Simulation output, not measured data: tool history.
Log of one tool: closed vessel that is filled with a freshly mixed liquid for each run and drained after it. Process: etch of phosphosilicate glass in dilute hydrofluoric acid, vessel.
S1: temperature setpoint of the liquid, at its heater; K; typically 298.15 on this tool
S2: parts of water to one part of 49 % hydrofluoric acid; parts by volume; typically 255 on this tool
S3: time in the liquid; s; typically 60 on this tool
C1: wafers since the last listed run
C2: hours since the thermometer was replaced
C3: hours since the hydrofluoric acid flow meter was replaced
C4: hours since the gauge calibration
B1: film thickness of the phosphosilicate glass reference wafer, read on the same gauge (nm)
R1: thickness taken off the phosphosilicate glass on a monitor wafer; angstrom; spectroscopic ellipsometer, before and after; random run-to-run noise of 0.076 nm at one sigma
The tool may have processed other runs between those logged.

run   hour      S1   S2  S3    C1      C2      C3     C4     B1     R1
  1      0  298.15  255  70     0  1093.1  2500.3     70  49.99  202.5
  2   12.6  298.15  255  60  1222  1105.7  2512.9   82.6     50    172
  3   28.1  298.15  255  60  1504  1121.2  2528.4   98.1     50  173.8
  4   43.6  298.15  255  60  1504  1136.7  2543.9  113.6  49.99  172.8
  5   51.2  298.15  185  40   737  1144.3  2551.5  121.2  49.99  174.1
  6   59.5  298.15  160  60   805  1152.6  2559.8  129.5  49.99  310.4
  7   76.2  298.15  160  60  1620  1169.3  2576.5  146.2     50  311.5
  8   92.6  298.15  160  60  1591  1185.7  2592.9  162.6  49.97    312
  9  107.7  298.15  255  60  1465  1200.8    2608  177.7  49.99  173.8
 10  115.5  298.15  255  60   756  1208.6  2615.8  185.5  49.99  175.2
 11  123.9  298.15  255  60   815    1217  2624.2  193.9  50.02  176.1
 12  141.8  298.15  255  60  1737  1234.9  2642.1  211.8     50  173.6
 13  159.4  298.15  255  60  1707  1252.5  2659.7  229.4  49.96  175.2
 14  170.8  298.15  255  60  1106  1263.9  2671.1  240.8  50.01  176.3
 15    184  299.65  175  30  1280  1277.1  2684.3    254  50.01  147.9
 16  191.7  298.15  160  60   747  1284.8    2692  261.7  49.97  313.1
 17  200.5  302.15  215  40   853  1293.6  2700.8  270.5  49.99  166.6
 18  217.1  298.15  150  60  1610  1310.2  2717.4  287.1     50  334.6
     222.7  -- gauge calibrated
 19    224  298.15  255  60   669  1317.1  2724.3    1.3     50  175.1
 20  258.7  302.15  170  70  3367  1351.8    2759     36  49.99  391.7
 21  265.2  302.65  255  80   630  1358.3  2765.5   42.5  49.99  272.6
     269.3  -- thermometer replaced
 22  275.7  298.15  130  30   921     6.4    2776     53  50.01  181.1
     284.7  -- hydrofluoric acid flow meter replaced
 23  285.5  300.65  365  50   853    16.2     0.8   62.8  50.04   90.2
 24  300.5  303.15  175  40  1455    31.2    15.8   77.8     50  205.1
 25  307.1  298.15  210  35   640    37.8    22.4   84.4  49.98  119.5
 26  321.5  298.15  255  60  1397    52.2    36.8   98.8  50.03  161.7
 27  354.5  298.15  255  60  3202    85.2    69.8  131.8     50  162.1
 28    361  298.15  210  70   630    91.7    76.3  138.3  50.02  240.8

4 ways to go on from here, each from the tool as it stands after run 28. What would each give?
  A  361.7  300.65  255  60  67  92.4  77  139   ?   ?
  B  361.7  298.15  125  50  67  92.4  77  139   ?   ?
  C  361.7  302.15  220  70  67  92.4  77  139   ?   ?
  D  361.7  293.65  255  60  67  92.4  77  139   ?   ?

run     B1     R1
  A  50.01  175.7
  B  50.01  316.9
  C  50.01  260.3
  D  50.01  136.9
Without the tool's unlogged condition, the same runs would have read:
run     R1
  A  174.5
  B  314.5
  C  258.5
  D  135.9

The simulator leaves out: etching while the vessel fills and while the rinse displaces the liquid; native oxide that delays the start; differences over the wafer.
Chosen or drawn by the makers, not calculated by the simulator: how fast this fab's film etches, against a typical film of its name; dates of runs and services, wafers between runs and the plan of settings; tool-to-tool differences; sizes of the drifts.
